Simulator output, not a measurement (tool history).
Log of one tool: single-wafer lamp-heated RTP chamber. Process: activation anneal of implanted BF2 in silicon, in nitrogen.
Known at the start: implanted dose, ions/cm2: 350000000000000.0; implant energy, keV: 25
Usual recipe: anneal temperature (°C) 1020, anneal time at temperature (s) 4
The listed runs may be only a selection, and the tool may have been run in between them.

run    hour  anneal temperature (°C)  anneal time at temperature (s)  wafers since the last listed run  wafers since the last pyrometer calibration  wafers since the reflector plate was cleaned  hours since the gauge calibration  read-back reference wafer on the same gauge, sheet resistance  sheet resistance of the implanted and annealed layer (ohm/square)
  1       0                     1020                               4                                 0                                         1088                                         11386                              389.4                                                          300.6                                                             345.78
       51.9  -- reflector plate cleaned
  2    69.7                     1020                               4                               832                                         1920                                           240                              459.1                                                         300.82                                                             343.91
  3   137.9                     1020                               4                               919                                         2839                                          1159                              527.3                                                         301.03                                                             346.02
  4   178.6                     1020                               4                               548                                         3388                                          1708                                568                                                         301.14                                                             345.92
  5   231.1                     1020                               4                               707                                         4096                                          2416                              620.5                                                         301.45                                                             345.85
  6   272.9                     1020                               4                               563                                         4660                                          2980                              662.3                                                         301.49                                                             345.31
  7   378.8                     1020                               4                              1428                                         6088                                          4408                              768.2                                                         301.88                                                             346.57
      422.2  -- pyrometer window cleaned and pyrometer calibrated
  8   462.7                     1020                               4                              1023                                          545                                          5431                              852.1                                                         302.16                                                             345.78
  9   562.3                     1026                               3                              1343                                         1888                                          6775                              951.7                                                          302.4                                                              345.9
 10   607.6                     1026                               3                               610                                         2499                                          7385                                997                                                         302.54                                                             346.38
 11   672.3                     1026                               3                               872                                         3372                                          8258                             1061.7                                                         302.72                                                             347.78
 12   741.3                     1020                               4                               930                                         4302                                          9188                             1130.7                                                         302.96                                                              346.7
 13   843.9                     1035                               4                              1383                                         5686                                         10572                             1233.3                                                         303.25                                                             346.28
 14   910.1                     1020                               4                               892                                         6578                                         11465                             1299.5                                                          303.4                                                             348.13
      918.3  -- pyrometer window cleaned and pyrometer calibrated
 15   971.3                     1020                               4                               717                                          715                                         12182                             1360.7                                                         303.61                                                             347.45
     1037.9  -- reflector plate cleaned
     1049.3  -- gauge calibrated
 16  1075.9                     1020                               4                              1302                                         2017                                           512                               26.6                                                         300.08                                                             345.13
 17  1157.8                      999                               4                              1104                                         3122                                          1617                              108.5                                                         300.31                                                             347.83
 18  1238.5                     1032                               3                              1088                                         4210                                          2705                              189.2                                                         300.61                                                             344.87
 19  1312.5                      999                               6                               997                                         5208                                          3703                              263.2                                                         300.84                                                             346.02
     1370.2  -- pyrometer window cleaned and pyrometer calibrated
 20  1370.7                     1004                               6                               676                                            6                                          4380                              321.4                                                         300.97                                                             345.11
 21  1461.3                     1048                               5                              1221                                         1228                                          5602                                412                                                         301.25                                                              345.2
 22  1516.9                     1020                               5                               749                                         1977                                          6351                              467.6                                                         301.52                                                             345.22
 23  1593.7                     1020                               4                              1035                                         3013                                          7387                              544.4                                                          301.8                                                             345.57
 24  1659.5                      992                               3                               887                                         3900                                          8274                              610.2                                                         301.95                                                             351.54
 25  1744.2                     1009                               3                              1142                                         5043                                          9417                              694.9                                                         302.21                                                              347.6
     1776.8  -- pyrometer window cleaned and pyrometer calibrated
 26  1817.5                     1020                               4                               880                                          549                                         10297                              768.2                                                         302.34                                                             346.82
 27  1906.5                      995                               3                              1200                                         1749                                         11497                              857.2                                                         302.74                                                             352.92
 28  1993.3                     1020                               4                              1170                                         2919                                         12668                                944                                                         302.94                                                             347.64
     2054.9  -- reflector plate cleaned
 29  2098.4                     1020                               4                              1309                                         4229                                           586                             1049.1                                                         303.29                                                             347.21
 30  2150.4                     1029                               5                               701                                         4930                                          1287                             1101.1                                                          303.5                                                             347.05
 31    2207                     1020                               4                               763                                         5693                                          2050                             1157.7                                                         303.71                                                             348.08
     2257.6  -- pyrometer window cleaned and pyrometer calibrated
 32  2294.6                     1033                               3                              1073                                          498                                          3124                             1245.3                                                         303.94                                                             349.06
 33  2373.7                     1050                               3                              1066                                         1565                                          4190                             1324.4                                                         304.04                                                             349.21

Predict each of these 3 candidate next runs independently; none follows another, all start after run 33:
  A  2374.1                     1020                               3                                 5                                         1570                                          4196                             1324.8                                                              ?                                                                  ?
  B  2374.1                      994                               4                                 5                                         1570                                          4196                             1324.8                                                              ?                                                                  ?
  C  2374.1                     1039                               5                                 5                                         1570                                          4196                             1324.8                                                              ?                                                                  ?

run  read-back reference wafer on the same gauge, sheet resistance  sheet resistance of the implanted and annealed layer (ohm/square)
  A                                                         304.16                                                              348.2
  B                                                         304.16                                                             352.36
  C                                                         304.16                                                             346.74
Stripped of hidden state, with their random variation kept, the same runs would have yielded:
run  sheet resistance of the implanted and annealed layer (ohm/square)
  A                                                             343.49
  B                                                              347.6
  C                                                             342.06
